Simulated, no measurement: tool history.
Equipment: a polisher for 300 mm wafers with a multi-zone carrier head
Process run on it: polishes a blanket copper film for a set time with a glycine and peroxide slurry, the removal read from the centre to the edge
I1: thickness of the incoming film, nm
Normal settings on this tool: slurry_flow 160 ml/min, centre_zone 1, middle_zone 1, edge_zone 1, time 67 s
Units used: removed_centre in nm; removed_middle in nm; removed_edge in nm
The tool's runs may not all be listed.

Run 1, hour 0: usual settings; I1 2159.2. Result: removed_centre 328.5 nm, removed_middle 333.4 nm, removed_edge 317.9 nm.
Run 2, hour 63.4: usual settings; I1 2180.9. Result: removed_centre 325.2 nm, removed_middle 328.9 nm, removed_edge 313.6 nm.
Run 3, hour 155.5: usual settings; I1 2165.6. Result: removed_centre 325.3 nm, removed_middle 329.6 nm, removed_edge 323 nm.
Run 4, hour 252.8: usual settings; I1 2136. Result: removed_centre 336.7 nm, removed_middle 327.2 nm, removed_edge 317.8 nm.
Run 5, hour 297.3: usual settings but edge_zone 0.94; I1 2206.9. Result: removed_centre 325.9 nm, removed_middle 328.1 nm, removed_edge 309.1 nm.
Run 6, hour 394.3: usual settings but centre_zone 1.07, time 53 s; I1 2200.6. Result: removed_centre 272.7 nm, removed_middle 251.3 nm, removed_edge 248.7 nm.
Run 7, hour 454.2: usual settings but centre_zone 1.07, time 53 s; I1 2157.6. Result: removed_centre 273 nm, removed_middle 259 nm, removed_edge 251.3 nm.
Run 8, hour 499.8: usual settings but middle_zone 1.09; I1 2131.1. Result: removed_centre 323.1 nm, removed_middle 349.3 nm, removed_edge 317.9 nm.
Run 9, hour 577.5: usual settings but middle_zone 1.09; I1 2136.6. Result: removed_centre 331.5 nm, removed_middle 354.2 nm, removed_edge 315.4 nm.
Run 10, hour 621.2: usual settings; I1 2167.6. Result: removed_centre 329.4 nm, removed_middle 324.4 nm, removed_edge 319.2 nm.
Run 11, hour 663.2: usual settings but slurry_flow 200 ml/min, edge_zone 1.05, time 89 s; I1 2191.9. Result: removed_centre 452 nm, removed_middle 446.5 nm, removed_edge 444.9 nm.
Run 12, hour 741.4: usual settings; I1 2197.4. Result: removed_centre 319.3 nm, removed_middle 326.7 nm, removed_edge 322.5 nm.
Run 13, hour 785.9: usual settings but middle_zone 1.09; I1 2177.2. Result: removed_centre 326.1 nm, removed_middle 353.2 nm, removed_edge 317.1 nm.
Run 14, hour 842.3: usual settings but middle_zone 0.95; I1 2189. Result: removed_centre 327.6 nm, removed_middle 312.4 nm, removed_edge 323.1 nm.
Run 15, hour 905.1: usual settings but slurry_flow 110 ml/min, middle_zone 0.92, edge_zone 0.94; I1 2159.4. Result: removed_centre 309.8 nm, removed_middle 287.2 nm, removed_edge 301.5 nm.
Run 16, hour 962.1: usual settings but centre_zone 0.93, middle_zone 0.96, edge_zone 1.11; I1 2171.8. Result: removed_centre 301.9 nm, removed_middle 320.3 nm, removed_edge 334.4 nm.
Run 17, hour 1068.1: usual settings but slurry_flow 145 ml/min, centre_zone 1.1, middle_zone 1.1, time 49 s; I1 2143.3. Result: removed_centre 253.4 nm, removed_middle 252.2 nm, removed_edge 228 nm.
Run 18, hour 1171.7: usual settings but slurry_flow 205 ml/min, centre_zone 0.93; I1 2162.3. Result: removed_centre 315 nm, removed_middle 333.4 nm, removed_edge 324.7 nm.

Not shown: 11 entries that the log had between the listed runs. Between which runs, and how does the tool's hidden state differ before and after?
Logged between run 2 and run 3: worn pad replaced by a new one (hour 79.3)
  no hidden state differs between the two runs
Logged between run 5 and run 6: slurry nozzle cleaned (hour 359.3); worn pad replaced by a new one (hour 361.2); carrier head's membrane replaced by a new one (hour 364.3)
  no hidden state differs between the two runs
Logged between run 6 and run 7: edge zone pressure recalibrated (hour 440.3)
  no hidden state differs between the two runs
Logged between run 7 and run 8: centre zone pressure recalibrated (hour 488.4)
  no hidden state differs between the two runs
Logged between run 9 and run 10: worn pad replaced by a new one (hour 591)
  no hidden state differs between the two runs
Logged between run 14 and run 15: worn pad replaced by a new one (hour 851.8); slurry nozzle cleaned (hour 865.9)
  no hidden state differs between the two runs
Logged between run 15 and run 16: edge zone pressure recalibrated (hour 924.7)
  no hidden state differs between the two runs
Logged between run 17 and run 18: worn pad replaced by a new one (hour 1105.5)
  no hidden state differs between the two runs

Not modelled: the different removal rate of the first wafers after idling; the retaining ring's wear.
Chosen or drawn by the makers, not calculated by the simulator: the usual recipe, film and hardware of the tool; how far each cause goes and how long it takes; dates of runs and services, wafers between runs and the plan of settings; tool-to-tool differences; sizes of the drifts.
